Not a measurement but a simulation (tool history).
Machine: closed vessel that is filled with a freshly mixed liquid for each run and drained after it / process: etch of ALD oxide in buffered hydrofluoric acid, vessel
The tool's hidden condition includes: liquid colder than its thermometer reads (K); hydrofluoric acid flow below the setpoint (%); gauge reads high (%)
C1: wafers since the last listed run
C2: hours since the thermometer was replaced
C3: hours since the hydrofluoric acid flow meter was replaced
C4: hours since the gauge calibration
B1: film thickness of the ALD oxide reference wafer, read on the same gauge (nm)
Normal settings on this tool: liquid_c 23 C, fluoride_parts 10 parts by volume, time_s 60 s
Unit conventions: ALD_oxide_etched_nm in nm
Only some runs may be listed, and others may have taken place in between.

Run 1, hour 0: usual settings but fluoride_parts 9 parts by volume; C1 0; C2 457.6; C3 319.4; C4 226.5; B1 150.01. Result: ALD_oxide_etched_nm 161.58 nm.
Run 2, hour 52.3: usual settings but fluoride_parts 8.5 parts by volume; C1 5653; C2 509.9; C3 371.7; C4 278.8; B1 150.02. Result: ALD_oxide_etched_nm 171.46 nm.
Run 3, hour 108.3: usual settings but fluoride_parts 8.5 parts by volume; C1 6052; C2 565.9; C3 427.7; C4 334.8; B1 150.01. Result: ALD_oxide_etched_nm 171.3 nm.
At hour 135.8: hydrofluoric acid flow meter replaced.
Run 4, hour 160.8: usual settings; C1 5566; C2 618.4; C3 25; C4 387.3; B1 150.01. Result: ALD_oxide_etched_nm 154.07 nm.
Run 5, hour 230.8: usual settings but fluoride_parts 8 parts by volume; C1 7566; C2 688.4; C3 95; C4 457.3; B1 150. Result: ALD_oxide_etched_nm 186.35 nm.
Run 6, hour 270.9: usual settings but fluoride_parts 8 parts by volume; C1 4334; C2 728.5; C3 135.1; C4 497.4; B1 150. Result: ALD_oxide_etched_nm 187.03 nm.
Run 7, hour 426.9: usual settings but fluoride_parts 8 parts by volume; C1 16861; C2 884.5; C3 291.1; C4 653.4; B1 150.01. Result: ALD_oxide_etched_nm 182.1 nm.
At hour 505.1: thermometer replaced.
At hour 553.2: hydrofluoric acid flow meter replaced.
Run 8, hour 652.6: usual settings but liquid_c 20.5 C, fluoride_parts 11.5 parts by volume; C1 24179; C2 147.5; C3 99.4; C4 879.1; B1 150. Result: ALD_oxide_etched_nm 116.44 nm.
Run 9, hour 708.4: usual settings but liquid_c 25.5 C, fluoride_parts 11.5 parts by volume, time_s 45 s; C1 6031; C2 203.3; C3 155.2; C4 934.9; B1 150.01. Result: ALD_oxide_etched_nm 114.9 nm.

The next listed run, before its measurement:
At hour 752.6: gauge calibrated.
Run 10, hour 918.1: usual settings but fluoride_parts 7 parts by volume; C1 22666; C2 413; C3 364.9; C4 165.5; B1 ?. Result: ALD_oxide_etched_nm ?.

B1: 150.01
ALD_oxide_etched_nm: 209.92 nm
On a tool with no hidden condition, and with the same random variation, this run would have come out at ALD_oxide_etched_nm 216.33 nm.
